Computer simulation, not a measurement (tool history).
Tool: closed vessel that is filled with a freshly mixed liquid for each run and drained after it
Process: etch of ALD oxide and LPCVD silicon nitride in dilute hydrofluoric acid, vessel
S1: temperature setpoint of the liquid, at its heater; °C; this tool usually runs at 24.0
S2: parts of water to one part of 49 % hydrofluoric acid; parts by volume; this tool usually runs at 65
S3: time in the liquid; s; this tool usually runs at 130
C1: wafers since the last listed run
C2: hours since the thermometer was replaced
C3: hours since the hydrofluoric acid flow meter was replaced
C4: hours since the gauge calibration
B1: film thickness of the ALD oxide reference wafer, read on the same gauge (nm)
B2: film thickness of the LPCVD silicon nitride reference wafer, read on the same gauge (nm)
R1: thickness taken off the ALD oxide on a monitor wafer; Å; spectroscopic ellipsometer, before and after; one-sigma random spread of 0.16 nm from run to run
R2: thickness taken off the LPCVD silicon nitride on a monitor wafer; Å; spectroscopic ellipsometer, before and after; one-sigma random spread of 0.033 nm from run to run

run 1 hour=0.0 | S1=24.0 S2=65 S3=130 | C1=0 C2=641.1 C3=645.4 C4=536.5 | B1=150.02 B2=49.987 | R1=367.9 R2=12.82
run 2 hour=26.8 | S1=24.0 S2=65 S3=130 | C1=1997 C2=667.9 C3=672.2 C4=563.3 | B1=150.00 B2=49.986 | R1=370.1 R2=12.15
run 3 hour=62.7 | S1=24.0 S2=65 S3=130 | C1=2676 C2=703.8 C3=708.1 C4=599.2 | B1=150.00 B2=49.987 | R1=369.1 R2=12.14
run 4 hour=96.4 | S1=24.0 S2=65 S3=130 | C1=2512 C2=737.5 C3=741.8 C4=632.9 | B1=150.04 B2=50.021 | R1=368.7 R2=12.80
run 5 hour=114.5 | S1=24.0 S2=65 S3=130 | C1=1349 C2=755.6 C3=759.9 C4=651.0 | B1=150.00 B2=50.059 | R1=366.7 R2=12.54
run 6 hour=136.5 | S1=24.0 S2=65 S3=130 | C1=1640 C2=777.6 C3=781.9 C4=673.0 | B1=150.01 B2=49.991 | R1=371.2 R2=12.51
run 7 hour=150.2 | S1=24.0 S2=65 S3=130 | C1=1021 C2=791.3 C3=795.6 C4=686.7 | B1=150.03 B2=49.962 | R1=368.9 R2=13.13
run 8 hour=177.7 | S1=24.0 S2=65 S3=130 | C1=2050 C2=818.8 C3=823.1 C4=714.2 | B1=149.99 B2=49.980 | R1=371.0 R2=13.06
run 9 hour=215.7 | S1=24.0 S2=65 S3=130 | C1=2832 C2=856.8 C3=861.1 C4=752.2 | B1=150.00 B2=49.991 | R1=371.8 R2=12.81
-- hour=264.6 gauge calibrated
run 10 hour=297.3 | S1=24.0 S2=65 S3=130 | C1=6083 C2=938.4 C3=942.7 C4=32.7 | B1=150.00 B2=49.952 | R1=371.2 R2=13.23
run 11 hour=323.9 | S1=24.0 S2=65 S3=130 | C1=1983 C2=965.0 C3=969.3 C4=59.3 | B1=149.98 B2=50.000 | R1=376.6 R2=12.39
run 12 hour=347.9 | S1=24.0 S2=65 S3=130 | C1=1789 C2=989.0 C3=993.3 C4=83.3 | B1=149.98 B2=49.949 | R1=373.7 R2=13.01
run 13 hour=360.5 | S1=24.0 S2=65 S3=130 | C1=939 C2=1001.6 C3=1005.9 C4=95.9 | B1=150.02 B2=49.993 | R1=373.5 R2=13.41
run 14 hour=442.4 | S1=24.0 S2=65 S3=130 | C1=6105 C2=1083.5 C3=1087.8 C4=177.8 | B1=149.99 B2=49.966 | R1=376.7 R2=12.39
run 15 hour=458.1 | S1=24.0 S2=90 S3=130 | C1=1170 C2=1099.2 C3=1103.5 C4=193.5 | B1=149.99 B2=50.059 | R1=262.1 R2=9.51
run 16 hour=475.3 | S1=28.5 S2=40 S3=85 | C1=1282 C2=1116.4 C3=1120.7 C4=210.7 | B1=150.01 B2=50.008 | R1=499.1 R2=19.42
-- hour=496.6 hydrofluoric acid flow meter replaced
run 17 hour=502.5 | S1=24.0 S2=85 S3=195 | C1=1953 C2=1143.6 C3=5.9 C4=237.9 | B1=150.02 B2=50.001 | R1=421.3 R2=14.16
-- hour=513.1 thermometer replaced
run 18 hour=522.4 | S1=28.5 S2=40 S3=55 | C1=1409 C2=9.3 C3=25.8 C4=257.8 | B1=149.98 B2=49.983 | R1=300.5 R2=11.09
run 19 hour=541.6 | S1=24.0 S2=50 S3=130 | C1=1431 C2=28.5 C3=45.0 C4=277.0 | B1=150.01 B2=50.043 | R1=471.2 R2=15.60
run 20 hour=553.7 | S1=24.0 S2=65 S3=55 | C1=902 C2=40.6 C3=57.1 C4=289.1 | B1=149.97 B2=49.948 | R1=149.4 R2=5.16
run 21 hour=587.7 | S1=22.5 S2=65 S3=130 | C1=2534 C2=74.6 C3=91.1 C4=323.1 | B1=149.97 B2=49.995 | R1=332.5 R2=10.76
run 22 hour=601.4 | S1=24.0 S2=65 S3=130 | C1=1021 C2=88.3 C3=104.8 C4=336.8 | B1=150.04 B2=49.988 | R1=351.1 R2=11.94
run 23 hour=624.7 | S1=28.5 S2=85 S3=55 | C1=1737 C2=111.6 C3=128.1 C4=360.1 | B1=150.02 B2=49.993 | R1=132.7 R2=5.32
run 24 hour=637.3 | S1=22.5 S2=75 S3=205 | C1=939 C2=124.2 C3=140.7 C4=372.7 | B1=149.97 B2=49.988 | R1=451.0 R2=14.73
run 25 hour=650.0 | S1=25.5 S2=65 S3=130 | C1=946 C2=136.9 C3=153.4 C4=385.4 | B1=150.01 B2=49.986 | R1=381.4 R2=13.33
run 26 hour=686.0 | S1=21.0 S2=50 S3=210 | C1=2683 C2=172.9 C3=189.4 C4=421.4 | B1=150.02 B2=50.023 | R1=673.1 R2=18.93

A few steps of R1 between consecutive runs. Split each: what settings, incoming material and random variation would produce without the hidden state, and what is left over for the hidden state, along with gauge scatter present in only one of the two compared results (measured, and without hidden state):
Hidden conditions of the tool in this case: liquid hotter than its thermometer reads (K); hydrofluoric acid flow below the setpoint (%); gauge reads high (%).
Run 15 -> 16: S1 24.0 -> 28.5, S2 90 -> 40, S3 130 -> 85. R1 +237.0 Å: hidden state +17.6, all else +219.4.
Run 17 -> 18: S1 24.0 -> 28.5, S2 85 -> 40, S3 195 -> 55, thermometer replaced. R1 -120.8 Å: hidden state -28.2, all else -92.6.
Run 19 -> 20: S2 50 -> 65, S3 130 -> 55. R1 -321.8 Å: hidden state -3.8, all else -318.0.
Run 23 -> 24: S1 28.5 -> 22.5, S2 85 -> 75, S3 55 -> 205. R1 +318.3 Å: hidden state +5.8, all else +312.5.
